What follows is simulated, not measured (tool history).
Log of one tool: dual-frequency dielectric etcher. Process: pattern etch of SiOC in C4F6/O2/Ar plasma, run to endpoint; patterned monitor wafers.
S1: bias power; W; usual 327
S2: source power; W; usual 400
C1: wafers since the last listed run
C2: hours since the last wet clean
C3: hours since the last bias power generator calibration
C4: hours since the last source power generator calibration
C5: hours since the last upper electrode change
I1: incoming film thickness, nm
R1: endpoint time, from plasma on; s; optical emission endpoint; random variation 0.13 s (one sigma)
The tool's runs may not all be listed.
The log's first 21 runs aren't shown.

run    hour   S1   S2    C1     C2     C3     C4     C5    I1    R1
 22    1121  298  400   567  153.3    340  539.1  142.2  50.4  21.3
 23  1149.4  376  460   519  181.7  368.4  567.5  170.6  50.6  18.3
 24  1176.9  403  320   503  209.2  395.9    595  198.1  50.8  20.2
 25  1201.2  255  370   444  233.5  420.2  619.3  222.4  50.6  23.3
 26    1257  268  400  1020  289.3    476  675.1  278.2  50.6  22.2
     1325.8  -- wet clean of the chamber
 27  1326.3  327  400   828    0.5  545.3  744.4  347.5  50.7  20.2
 28  1336.3  327  400   182   10.5  555.3  754.4  357.5    51  20.3
 29  1374.8  327  480   704     49  593.8  792.9    396  50.8  19.3
 30  1400.9  348  470   477   75.1  619.9    819  422.1    51    19
 31  1427.9  375  490   493  102.1  646.9    846  449.1  50.9  18.2
 32  1487.6  327  400  1092  161.8  706.6  905.7  508.8  51.1  20.6
 33  1512.5  361  370   455  186.7  731.5  930.6  533.7  50.8  20.5
 34  1557.7  327  460   826  231.9  776.7  975.8  578.9  50.8    20

Forecast each of these 3 alternatives for the next run:
  A  1558.1  327  370   7  232.3  777.1  976.2  579.3  50.1   ?
  B  1558.1  395  490   7  232.3  777.1  976.2  579.3  50.1   ?
  C  1558.1  245  490   7  232.3  777.1  976.2  579.3  50.1   ?

run    R1
  A    21
  B  17.8
  C  21.4
Without the tool's hidden state the same runs would have given:
run    R1
  A  20.6
  B  17.5
  C    21

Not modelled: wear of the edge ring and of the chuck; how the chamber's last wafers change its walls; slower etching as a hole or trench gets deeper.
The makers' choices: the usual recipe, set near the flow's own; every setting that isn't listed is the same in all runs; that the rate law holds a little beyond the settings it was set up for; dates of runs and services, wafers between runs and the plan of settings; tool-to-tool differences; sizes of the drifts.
